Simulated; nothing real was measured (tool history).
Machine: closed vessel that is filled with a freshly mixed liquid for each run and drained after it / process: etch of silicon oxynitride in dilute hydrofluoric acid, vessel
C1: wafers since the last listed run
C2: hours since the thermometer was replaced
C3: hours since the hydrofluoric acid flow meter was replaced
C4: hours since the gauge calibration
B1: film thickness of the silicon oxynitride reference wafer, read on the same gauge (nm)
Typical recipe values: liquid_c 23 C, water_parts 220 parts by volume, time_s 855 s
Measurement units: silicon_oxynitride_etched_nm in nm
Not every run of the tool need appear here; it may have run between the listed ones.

run 1 day=0 | liquid_c=21 water_parts=220 time_s=855 | C1=0 C2=1109.1 C3=1369.1 C4=302.8 | B1=119.99 | silicon_oxynitride_etched_nm=9.69
run 2 day=0.6 | liquid_c=21 water_parts=220 time_s=855 | C1=997 C2=1123.5 C3=1383.5 C4=317.2 | B1=120.01 | silicon_oxynitride_etched_nm=9.74
-- day=0.65 gauge calibrated
run 3 day=2.033 | liquid_c=23 water_parts=220 time_s=450 | C1=2382 C2=1157.9 C3=1417.9 C4=33.2 | B1=119.99 | silicon_oxynitride_etched_nm=5.62
run 4 day=2.912 | liquid_c=23 water_parts=220 time_s=450 | C1=1461 C2=1179 C3=1439 C4=54.3 | B1=120 | silicon_oxynitride_etched_nm=5.62
run 5 day=3.892 | liquid_c=23 water_parts=220 time_s=450 | C1=1627 C2=1202.5 C3=1462.5 C4=77.8 | B1=119.99 | silicon_oxynitride_etched_nm=5.64
run 6 day=4.896 | liquid_c=23 water_parts=220 time_s=855 | C1=1669 C2=1226.6 C3=1486.6 C4=101.9 | B1=119.99 | silicon_oxynitride_etched_nm=10.79
-- day=7.425 thermometer replaced
run 7 day=8.988 | liquid_c=23 water_parts=220 time_s=855 | C1=6731 C2=37.5 C3=1584.8 C4=200.1 | B1=119.99 | silicon_oxynitride_etched_nm=10.84
run 8 day=9.967 | liquid_c=23 water_parts=220 time_s=1140 | C1=1627 C2=61 C3=1608.3 C4=223.6 | B1=119.99 | silicon_oxynitride_etched_nm=14.37
run 9 day=10.988 | liquid_c=23 water_parts=220 time_s=450 | C1=1696 C2=85.5 C3=1632.8 C4=248.1 | B1=119.99 | silicon_oxynitride_etched_nm=5.62
-- day=12.004 hydrofluoric acid flow meter replaced
run 10 day=12.375 | liquid_c=19 water_parts=220 time_s=1220 | C1=2237 C2=118.8 C3=8.9 C4=281.4 | B1=120.02 | silicon_oxynitride_etched_nm=13.41
run 11 day=13.308 | liquid_c=23 water_parts=220 time_s=855 | C1=1551 C2=141.2 C3=31.3 C4=303.8 | B1=119.99 | silicon_oxynitride_etched_nm=11.36
run 12 day=14.046 | liquid_c=20.5 water_parts=145 time_s=1235 | C1=1225 C2=158.9 C3=49 C4=321.5 | B1=120 | silicon_oxynitride_etched_nm=23.3
-- day=14.721 hydrofluoric acid flow meter replaced, repeated, since the last time left the tool worse
run 13 day=14.838 | liquid_c=20.5 water_parts=145 time_s=1235 | C1=1246 C2=177.9 C3=2.8 C4=340.5 | B1=120 | silicon_oxynitride_etched_nm=20.38
-- day=15.875 gauge calibrated
run 14 day=16.288 | liquid_c=23 water_parts=260 time_s=570 | C1=2410 C2=212.7 C3=37.6 C4=9.9 | B1=119.99 | silicon_oxynitride_etched_nm=5.5
run 15 day=17.462 | liquid_c=26.5 water_parts=305 time_s=1340 | C1=1953 C2=240.9 C3=65.8 C4=38.1 | B1=119.99 | silicon_oxynitride_etched_nm=12.44
run 16 day=18.808 | liquid_c=23 water_parts=285 time_s=855 | C1=2237 C2=273.2 C3=98.1 C4=70.4 | B1=120 | silicon_oxynitride_etched_nm=7.37
run 17 day=20.208 | liquid_c=24.5 water_parts=265 time_s=855 | C1=2327 C2=306.8 C3=131.7 C4=104 | B1=120.02 | silicon_oxynitride_etched_nm=8.6

What the log doesn't show, run by run:
liquid hotter than its thermometer reads (K): 0, the same for each run
gauge reads high (%): 0, the same for each run
H1: hydrofluoric acid flow above the setpoint (%)
run=1 H1=6.09
run=2 H1=6.15
run=3 H1=6.3
run=4 H1=6.39
run=5 H1=6.49
run=6 H1=6.6
run=7 H1=7.02
run=8 H1=7.12
run=9 H1=7.23
run=10 H1=12.1
run=11 H1=12.2
run=12 H1=12.3
run=13 H1=0.178
run=14 H1=0.329
run=15 H1=0.45
run=16 H1=0.59
run=17 H1=0.735
